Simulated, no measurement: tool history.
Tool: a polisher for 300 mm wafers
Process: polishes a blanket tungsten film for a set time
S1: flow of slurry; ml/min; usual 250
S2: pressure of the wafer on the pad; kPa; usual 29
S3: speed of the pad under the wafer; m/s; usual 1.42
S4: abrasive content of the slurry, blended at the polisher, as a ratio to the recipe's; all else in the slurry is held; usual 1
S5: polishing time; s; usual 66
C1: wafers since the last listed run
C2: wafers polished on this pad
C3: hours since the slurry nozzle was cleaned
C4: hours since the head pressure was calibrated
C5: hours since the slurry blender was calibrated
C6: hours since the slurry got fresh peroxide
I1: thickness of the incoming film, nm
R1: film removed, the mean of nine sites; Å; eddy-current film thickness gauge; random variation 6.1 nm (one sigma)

run	day	S1	S2	S3	S4	S5	C1	C2	C3	C4	C5	C6	I1	R1
1	0	250	29	1.42	1	66	0	900	286.3	941.3	60.2	44.6	1589.1	3598
# day 0.062: worn pad replaced by a new one
2	0.254	250	29	1.42	1	66	67	67	292.4	947.4	66.3	50.7	1584.4	3955
3	0.85	250	29	1.42	1	66	208	275	306.7	961.7	80.6	65	1617.4	3670
4	1.279	250	29	1.42	1	75	149	425	317	972	90.9	75.3	1618.3	4144
5	1.788	250	29	1.42	1	75	177	603	329.2	984.2	103.1	87.5	1593.8	3998
6	2.225	250	29	1.42	1	84	152	755	339.7	994.7	113.6	98	1571.3	4295
# day 2.783: slurry tank refilled with fresh slurry and peroxide
# day 2.888: slurry nozzle cleaned
# day 2.946: worn pad replaced by a new one
7	2.967	250	29	1.42	1	84	209	6	1.9	1012.5	131.4	4.4	1620.4	4855
8	3.05	250	29	1.42	1	50	29	36	3.9	1014.5	133.4	6.4	1587.4	2966
9	3.433	250	29	1.42	1	50	133	169	13.1	1023.7	142.6	15.6	1590.6	2706
10	4.054	250	29	1.1	0.75	74	216	386	28	1038.6	157.5	30.5	1605.6	2987
11	4.592	250	29	1.42	1	84	187	574	40.9	1051.5	170.4	43.4	1611.4	4138
12	5.154	325	37.2	1.78	1	66	196	771	54.4	1065	183.9	56.9	1589.6	4756
# day 5.496: slurry blender recalibrated
# day 5.546: worn pad replaced by a new one
13	5.567	330	26.2	1.42	1.15	45	96	6	64.3	1074.9	1.7	66.8	1573.1	2829
# day 5.708: head pressure recalibrated
14	6.767	185	37.9	1.42	0.75	46	390	396	93.1	25.4	30.5	95.6	1569	2978

The next listed run, before its measurement:
15	7.358	185	20.7	1.42	1.1	66	206	603	107.3	39.6	44.7	109.8	1589.5	?

{"run 15": {"R1": 2827}}
Without the tool's hidden state the same run would have given R1 3212 Å.
